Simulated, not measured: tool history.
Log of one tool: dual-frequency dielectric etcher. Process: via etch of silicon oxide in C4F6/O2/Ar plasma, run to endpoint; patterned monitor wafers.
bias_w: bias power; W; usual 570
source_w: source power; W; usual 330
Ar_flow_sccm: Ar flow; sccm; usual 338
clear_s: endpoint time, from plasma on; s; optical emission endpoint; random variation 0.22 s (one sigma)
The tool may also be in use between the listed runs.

run	hour	bias_w	source_w	Ar_flow_sccm	wafers since the last listed run	hours since the last wet clean	hours since the last bias power generator calibration	hours since the last source power generator calibration	hours since the last Ar flow controller change	hours since the last upper electrode change	incoming incoming film thickness, nm	clear_s
1	0.0	570	330	338	0	507.0	2013.2	3077.3	5362.7	3141.2	145.9	30.5
# hour 39.3: wet clean of the chamber
2	87.3	570	330	338	944	48.0	2100.5	3164.6	5450.0	3228.5	145.2	31.9
3	395.5	570	330	338	4599	356.2	2408.7	3472.8	5758.2	3536.7	146.7	31.4
4	453.6	475	310	338	867	414.3	2466.8	3530.9	5816.3	3594.8	145.1	35.0
5	556.8	475	310	338	1540	517.5	2570.0	3634.1	5919.5	3698.0	145.2	34.7
6	661.1	570	330	338	1556	621.8	2674.3	3738.4	6023.8	3802.3	145.2	30.1
# hour 707.5: wet clean of the chamber
7	718.3	570	330	338	495	10.8	2731.5	3795.6	6081.0	3859.5	146.6	32.0
# hour 724.4: Ar flow controller replaced
8	824.0	570	330	338	1488	116.5	2837.2	3901.3	99.6	3965.2	146.2	32.1
# hour 862.9: bias power generator calibrated
# hour 882.6: source power generator calibrated
9	1043.1	570	330	338	3150	335.6	180.2	160.5	318.7	4184.3	145.2	31.4
10	1111.7	570	330	338	1023	404.2	248.8	229.1	387.3	4252.9	145.2	30.9
11	1148.9	570	330	312	555	441.4	286.0	266.3	424.5	4290.1	147.4	30.7
12	1215.8	570	330	312	998	508.3	352.9	333.2	491.4	4357.0	146.4	30.4
13	1274.3	467	330	291	873	566.8	411.4	391.7	549.9	4415.5	144.9	32.5
# hour 1301.9: wet clean of the chamber
14	1376.6	570	330	403	1168	74.7	513.7	494.0	652.2	4517.8	146.0	32.9
15	1472.9	570	410	338	1437	171.0	610.0	590.3	748.5	4614.1	145.6	28.0
16	1517.7	475	310	338	668	215.8	654.8	635.1	793.3	4658.9	144.4	35.0
17	1614.7	570	330	338	1447	312.8	751.8	732.1	890.3	4755.9	144.7	30.7
18	1657.5	488	270	371	638	355.6	794.6	774.9	933.1	4798.7	145.0	37.8
19	1749.9	649	370	304	1379	448.0	887.0	867.3	1025.5	4891.1	144.1	26.3
# hour 1871.2: wet clean of the chamber
# hour 1960.0: upper electrode replaced
20	1993.0	570	330	338	2911	121.8	1130.1	1110.4	1268.6	33.0	145.3	31.7
21	2029.3	570	330	409	541	158.1	1166.4	1146.7	1304.9	69.3	145.9	32.7
22	2122.9	570	270	338	1396	251.7	1260.0	1240.3	1398.5	162.9	145.8	35.3
23	2228.3	570	330	338	1573	357.1	1365.4	1345.7	1503.9	268.3	145.5	31.3
24	2314.4	694	400	302	1285	443.2	1451.5	1431.8	1590.0	354.4	145.5	25.0
25	2355.6	570	330	338	614	484.4	1492.7	1473.0	1631.2	395.6	147.0	31.5
26	2396.5	484	390	266	610	525.3	1533.6	1513.9	1672.1	436.5	145.4	29.2
27	2490.5	570	370	338	1402	619.3	1627.6	1607.9	1766.1	530.5	147.1	28.9

Forecast run 28:
# hour 2575.7: wet clean of the chamber
28	2585.9	513	300	316	1065	10.2	1723.0	1703.3	1861.5	625.9	144.4	?

{"run 28": {"clear_s": 34.1}}
Without the tool's hidden state the same run would have given clear_s 34.3 s.
